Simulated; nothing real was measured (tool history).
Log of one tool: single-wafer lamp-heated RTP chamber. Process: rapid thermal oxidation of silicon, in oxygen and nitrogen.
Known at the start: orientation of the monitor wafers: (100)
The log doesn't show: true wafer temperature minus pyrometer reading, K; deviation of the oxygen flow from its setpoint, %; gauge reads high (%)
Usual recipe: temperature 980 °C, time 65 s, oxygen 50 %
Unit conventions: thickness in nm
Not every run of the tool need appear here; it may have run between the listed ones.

run   hour  temperature  time  oxygen  wafers since the last listed run  wafers since the last pyrometer calibration  hours since the oxygen flow controller was replaced  hours since the gauge calibration  read-back reference wafer on the same gauge, thickness  thickness
  1    0.0          980    65      50                                 0                                           72                                               5696.7                              364.9                                                   4.111      4.038
  2   26.0          980    65      56                               289                                          362                                               5722.7                              390.9                                                   4.112      4.209
  3   40.0          980    84      50                               155                                          517                                               5736.7                              404.9                                                   4.111      4.514
  4   73.5          980    84      50                               372                                          890                                               5770.2                              438.4                                                   4.111      4.509
  5   94.2          980    84      50                               230                                         1120                                               5790.9                              459.1                                                   4.112      4.520
  6  126.7          980    65      50                               361                                         1482                                               5823.4                              491.6                                                   4.112      4.054
  7  158.8          980    65      50                               357                                         1839                                               5855.5                              523.7                                                   4.112      4.072
  8  180.5          980    65      50                               241                                         2081                                               5877.2                              545.4                                                   4.109      4.057
  9  211.3          980    74      50                               342                                         2423                                               5908.0                              576.2                                                   4.112      4.288
 10  246.3          980    74      50                               389                                         2813                                               5943.0                              611.2                                                   4.110      4.276
 11  276.0          980    74      50                               330                                         3143                                               5972.7                              640.9                                                   4.110      4.291
 12  289.5          980    72      50                               150                                         3293                                               5986.2                              654.4                                                   4.111      4.232
 13  324.1          980    72      50                               384                                         3678                                               6020.8                              689.0                                                   4.111      4.228
 14  355.3          980    65      50                               347                                         4025                                               6052.0                              720.2                                                   4.110      4.064
 15  385.3          980    65      50                               333                                         4359                                               6082.0                              750.2                                                   4.113      4.080
 16  414.4          980    65      50                               323                                         4683                                               6111.1                              779.3                                                   4.109      4.075
 17  431.7          980    65      50                               192                                         4876                                               6128.4                              796.6                                                   4.109      4.075
 18  460.7          980    65      50                               322                                         5198                                               6157.4                              825.6                                                   4.110      4.083
     485.5  -- gauge calibrated
 19  488.3          980    65      69                               307                                         5505                                               6185.0                                2.8                                                   4.112      4.522
 20  516.3          980    84      50                               311                                         5817                                               6213.0                               30.8                                                   4.112      4.534
     538.8  -- oxygen flow controller replaced
 21  539.3          980    65      37                               166                                         5984                                                  0.5                               53.8                                                   4.111      3.730
     574.3  -- pyrometer window cleaned and pyrometer calibrated
 22  574.8          980    74      50                               305                                            5                                                 36.0                               89.3                                                   4.112      4.284
 23  589.3          951    49      74                               161                                          167                                                 50.5                              103.8                                                   4.114      3.370
 24  612.7         1007    65      60                               260                                          427                                                 73.9                              127.2                                                   4.108      5.209
 25  644.8          951    65      39                               357                                          784                                                106.0                              159.3                                                   4.109      3.158
 26  671.1          980    86      50                               292                                         1077                                                132.3                              185.6                                                   4.111      4.565
 27  687.7          960    46      38                               184                                         1261                                                148.9                              202.2                                                   4.109      2.949
 28  722.0         1004    57      79                               381                                         1643                                                183.2                              236.5                                                   4.108      5.291
 29  754.6          980    76      40                               362                                         2006                                                215.8                              269.1                                                   4.110      4.038
 30  790.1          980    37      50                               394                                         2401                                                251.3                              304.6                                                   4.109      3.276
 31  804.8          980    50      58                               163                                         2564                                                266.0                              319.3                                                   4.112      3.840
 32  834.5         1001    91      28                               330                                         2895                                                295.7                              349.0                                                   4.107      4.474
 33  849.2          993    82      50                               163                                         3058                                                310.4                              363.7                                                   4.112      4.909
 34  862.2          963    65      30                               144                                         3203                                                323.4                              376.7                                                   4.110      3.167
 35  885.2          980    65      50                               255                                         3459                                                346.4                              399.7                                                   4.112      4.074
 36  914.9         1005    65      79                               330                                         3789                                                376.1                              429.4                                                   4.110      5.662
 37  938.1          980    89      69                               258                                         4047                                                399.3                              452.6                                                   4.110      5.163
 38  953.4          980    65      50                               170                                         4218                                                414.6                              467.9                                                   4.109      4.074

Run-by-run hidden state of the tool:
deviation of the oxygen flow from its setpoint, %: 0 at every run
gauge reads high (%): 0 at every run
H1: true wafer temperature minus pyrometer reading, K
run      H1
  1  0.0629
  2   0.114
  3   0.142
  4   0.208
  5   0.249
  6   0.314
  7   0.377
  8    0.42
  9   0.481
 10   0.551
 11   0.609
 12   0.636
 13   0.705
 14   0.766
 15   0.826
 16   0.883
 17   0.918
 18   0.975
 19    1.03
 20    1.09
 21    1.13
 22   0.153
 23   0.182
 24   0.228
 25   0.291
 26   0.344
 27   0.376
 28   0.444
 29   0.509
 30   0.579
 31   0.608
 32   0.667
 33   0.696
 34   0.722
 35   0.767
 36   0.826
 37   0.872
 38   0.902

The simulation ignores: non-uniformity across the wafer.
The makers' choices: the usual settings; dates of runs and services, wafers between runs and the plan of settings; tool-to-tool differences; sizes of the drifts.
